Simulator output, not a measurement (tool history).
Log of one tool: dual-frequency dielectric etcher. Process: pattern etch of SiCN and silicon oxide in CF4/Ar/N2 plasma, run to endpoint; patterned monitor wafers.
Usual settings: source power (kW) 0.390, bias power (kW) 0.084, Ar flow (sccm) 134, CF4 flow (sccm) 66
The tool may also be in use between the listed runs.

run    hour  source power (kW)  bias power (kW)  Ar flow (sccm)  CF4 flow (sccm)  incoming incoming film thickness, nm  endpoint time (s)
  1     0.0              0.390            0.084             134               66                                 10.52               12.7
  2    38.3              0.390            0.084             134               66                                 10.44               12.5
  3   114.6              0.430            0.084             134               66                                 10.53               11.7
      165.3  -- wet clean of the chamber
  4   218.2              0.390            0.084             134               66                                 10.64               13.3
  5   292.3              0.390            0.084             134               66                                 10.48               12.9
  6   328.8              0.390            0.084             134               66                                 10.60               13.1
  7   585.2              0.390            0.084             134               66                                 10.42               12.5
      700.1  -- upper electrode replaced
  8   700.6              0.390            0.089             134               66                                 10.63               12.4
      724.8  -- wet clean of the chamber
  9   757.2              0.390            0.089             134               66                                 10.50               12.5
      804.7  -- source power generator calibrated
 10   845.9              0.390            0.084             134               66                                 10.49               13.2
 11   918.2              0.290            0.102             134               66                                 10.57               15.2
 12   974.3              0.390            0.084             134               66                                 10.41               13.0
     1012.7  -- bias power generator calibrated
 13  1044.9              0.420            0.084             134               66                                 10.59               12.5
 14  1090.5              0.390            0.093             134               66                                 10.45               12.3
     1135.8  -- CF4 flow controller replaced
     1153.6  -- Ar flow controller replaced
 15  1154.1              0.320            0.084             114               59                                 10.61               14.9
 16  1230.1              0.420            0.084             166               73                                 10.50               12.4
     1296.0  -- wet clean of the chamber
 17  1325.4              0.390            0.084             134               58                                 10.53               13.5
 18  1383.3              0.390            0.084             134               66                                 10.63               13.2
 19  1457.9              0.390            0.084             147               66                                 10.49               13.2
 20  1509.8              0.390            0.084             134               66                                 10.60               13.2

Measured less the same run without the tool's hidden state. The same run-to-run variation is in both; the gauge's scatter may not be:
The hidden state here: etch rate over this chamber's usual, %; source power that arrives over what is set, %; bias power that arrives over what is set, %; Ar flow that arrives over what is set, %; CF4 flow that arrives over what is set, %.
run  endpoint time (s)
  1               -0.7
  2               -0.7
  3               -0.8
  4               -0.3
  5               -0.4
  6               -0.5
  7               -0.8
  8               -0.9
  9               -0.5
 10               -0.2
 11               -0.3
 12               -0.3
 13               -0.4
 14               -0.4
 15               -0.6
 16               -0.5
 17               -0.1
 18               -0.3
 19               -0.3
 20               -0.4
